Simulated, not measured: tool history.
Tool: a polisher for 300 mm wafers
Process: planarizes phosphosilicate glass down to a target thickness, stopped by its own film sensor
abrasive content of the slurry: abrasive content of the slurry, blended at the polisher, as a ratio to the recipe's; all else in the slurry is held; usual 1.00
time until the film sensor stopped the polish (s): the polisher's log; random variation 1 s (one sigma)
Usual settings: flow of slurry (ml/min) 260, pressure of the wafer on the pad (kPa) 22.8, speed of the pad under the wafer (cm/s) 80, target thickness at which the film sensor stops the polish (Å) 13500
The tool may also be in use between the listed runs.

run	hour	flow of slurry (ml/min)	pressure of the wafer on the pad (kPa)	speed of the pad under the wafer (cm/s)	abrasive content of the slurry	target thickness at which the film sensor stops the polish (Å)	wafers since the last listed run	wafers polished on this pad	hours since the slurry nozzle was cleaned	hours since the head pressure was calibrated	hours since the slurry blender was calibrated	hours since the conditioning disc was replaced	incoming thickness of the incoming film, nm	time until the film sensor stopped the polish (s)
1	0.0	260	22.8	70	1.00	13500	0	1612	39.0	103.2	234.5	427.0	2201.0	132.8
# hour 38.1: slurry blender recalibrated
2	72.6	260	22.8	70	1.00	13500	784	2397	111.6	175.8	34.5	499.6	2261.0	144.1
# hour 93.6: worn pad replaced by a new one
3	166.2	300	22.8	80	1.20	13500	996	807	205.2	269.4	128.1	593.2	2183.8	105.2
# hour 173.7: conditioning disc replaced and pad reconditioned
# hour 186.1: slurry nozzle cleaned
4	245.8	300	22.8	80	1.20	13500	851	1658	59.7	349.0	207.7	72.1	2193.0	109.9
# hour 260.2: slurry blender recalibrated
5	317.0	300	22.8	80	1.20	13500	769	2428	130.9	420.2	56.8	143.3	2255.7	121.1
# hour 371.4: worn pad replaced by a new one
6	404.0	260	26.2	80	1.00	13500	922	362	217.9	507.2	143.8	230.3	2197.7	112.5
# hour 433.1: slurry nozzle cleaned, repeated, since the last time left the tool worse
7	447.2	260	26.2	80	1.00	13500	469	831	14.1	550.4	187.0	273.5	2251.3	110.0
# hour 473.1: slurry blender recalibrated
8	510.2	260	26.2	80	1.00	13500	678	1509	77.1	613.4	37.1	336.5	2213.0	105.7
# hour 553.2: head pressure recalibrated
# hour 599.9: worn pad replaced by a new one
9	611.1	320	22.8	80	1.00	12310	1055	124	178.0	57.9	138.0	437.4	2172.1	131.3
# hour 651.8: slurry nozzle cleaned
# hour 696.3: conditioning disc replaced and pad reconditioned
10	700.6	260	22.8	90	1.00	12010	961	1086	48.8	147.4	227.5	4.3	2189.5	124.6
# hour 753.1: slurry blender recalibrated
11	757.9	345	22.8	70	1.25	15280	614	1701	106.1	204.7	4.8	61.6	2252.4	97.8
# hour 855.1: worn pad replaced by a new one
12	855.6	260	20.0	80	1.00	16270	1041	6	203.8	302.4	102.5	159.3	2180.1	88.9
# hour 895.2: slurry nozzle cleaned
13	925.1	200	22.8	96	0.85	14670	761	767	29.9	371.9	172.0	228.8	2193.6	103.5
14	987.7	205	22.8	70	1.00	11700	696	1463	92.5	434.5	234.6	291.4	2212.8	170.4
# hour 1003.2: slurry blender recalibrated
15	1029.9	260	16.5	80	1.00	13500	446	1910	134.7	476.7	26.7	333.6	2214.3	168.7
# hour 1080.4: worn pad replaced by a new one
16	1083.6	260	22.8	80	1.00	13500	552	35	188.4	530.4	80.4	387.3	2186.3	119.1
# hour 1134.5: slurry nozzle cleaned
# hour 1139.6: head pressure recalibrated
17	1177.1	260	29.0	80	1.00	14800	1006	1042	42.6	37.5	173.9	480.8	2245.3	83.3
18	1234.3	190	22.8	70	1.00	15140	635	1678	99.8	94.7	231.1	538.0	2198.9	111.0

Hidden state at the last listed run before each entry between runs and at the first one after, where it differs:
Between runs 1 and 2: slurry blender recalibrated (hour 38.1)
  slurry flow missing at the pad, %: 5.13 -> 10.2
  measured less the result without the state, time until the film sensor stopped the polish (s): +0.7 -> +1.7
Between runs 2 and 3: worn pad replaced by a new one (hour 93.6)
  slurry flow missing at the pad, %: 10.2 -> 16.8
  measured less the result without the state, time until the film sensor stopped the polish (s): +1.7 -> +1.9
Between runs 3 and 4: conditioning disc replaced and pad reconditioned (hour 173.7); slurry nozzle cleaned (hour 186.1)
  slurry flow missing at the pad, %: 16.8 -> 39.1
  measured less the result without the state, time until the film sensor stopped the polish (s): +1.9 -> +6.1
Between runs 4 and 5: slurry blender recalibrated (hour 260.2)
  slurry flow missing at the pad, %: 39.1 -> 44.1
  measured less the result without the state, time until the film sensor stopped the polish (s): +6.1 -> +8.3
Between runs 5 and 6: worn pad replaced by a new one (hour 371.4)
  slurry flow missing at the pad, %: 44.1 -> 50.2
  measured less the result without the state, time until the film sensor stopped the polish (s): +8.3 -> +11.0
Between runs 6 and 7: slurry nozzle cleaned, repeated, since the last time left the tool worse (hour 433.1)
  slurry flow missing at the pad, %: 50.2 -> 3.48
  measured less the result without the state, time until the film sensor stopped the polish (s): +11.0 -> +0.4
Between runs 7 and 8: slurry blender recalibrated (hour 473.1)
  slurry flow missing at the pad, %: 3.48 -> 7.91
  measured less the result without the state, time until the film sensor stopped the polish (s): +0.4 -> +0.9
Between runs 8 and 9: head pressure recalibrated (hour 553.2); worn pad replaced by a new one (hour 599.9)
  slurry flow missing at the pad, %: 7.91 -> 15
  measured less the result without the state, time until the film sensor stopped the polish (s): +0.9 -> +1.9
Between runs 9 and 10: slurry nozzle cleaned (hour 651.8); conditioning disc replaced and pad reconditioned (hour 696.3)
  slurry flow missing at the pad, %: 15 -> 3.89
  measured less the result without the state, time until the film sensor stopped the polish (s): +1.9 -> +0.5
Between runs 10 and 11: slurry blender recalibrated (hour 753.1)
  slurry flow missing at the pad, %: 3.89 -> 7.92
  measured less the result without the state, time until the film sensor stopped the polish (s): +0.5 -> +0.7
Between runs 11 and 12: worn pad replaced by a new one (hour 855.1)
  slurry flow missing at the pad, %: 7.92 -> 14.8
  measured less the result without the state, time until the film sensor stopped the polish (s): +0.7 -> +1.6
Between runs 12 and 13: slurry nozzle cleaned (hour 895.2)
  slurry flow missing at the pad, %: 14.8 -> 2.27
  measured less the result without the state, time until the film sensor stopped the polish (s): +1.6 -> +0.3
Between runs 14 and 15: slurry blender recalibrated (hour 1003.2)
  slurry flow missing at the pad, %: 6.68 -> 9.65
  measured less the result without the state, time until the film sensor stopped the polish (s): +1.6 -> +1.9
Between runs 15 and 16: worn pad replaced by a new one (hour 1080.4)
  slurry flow missing at the pad, %: 9.65 -> 13.4
  measured less the result without the state, time until the film sensor stopped the polish (s): +1.9 -> +1.9
Between runs 16 and 17: slurry nozzle cleaned (hour 1134.5); head pressure recalibrated (hour 1139.6)
  slurry flow missing at the pad, %: 13.4 -> 3.13
  measured less the result without the state, time until the film sensor stopped the polish (s): +1.9 -> +0.3

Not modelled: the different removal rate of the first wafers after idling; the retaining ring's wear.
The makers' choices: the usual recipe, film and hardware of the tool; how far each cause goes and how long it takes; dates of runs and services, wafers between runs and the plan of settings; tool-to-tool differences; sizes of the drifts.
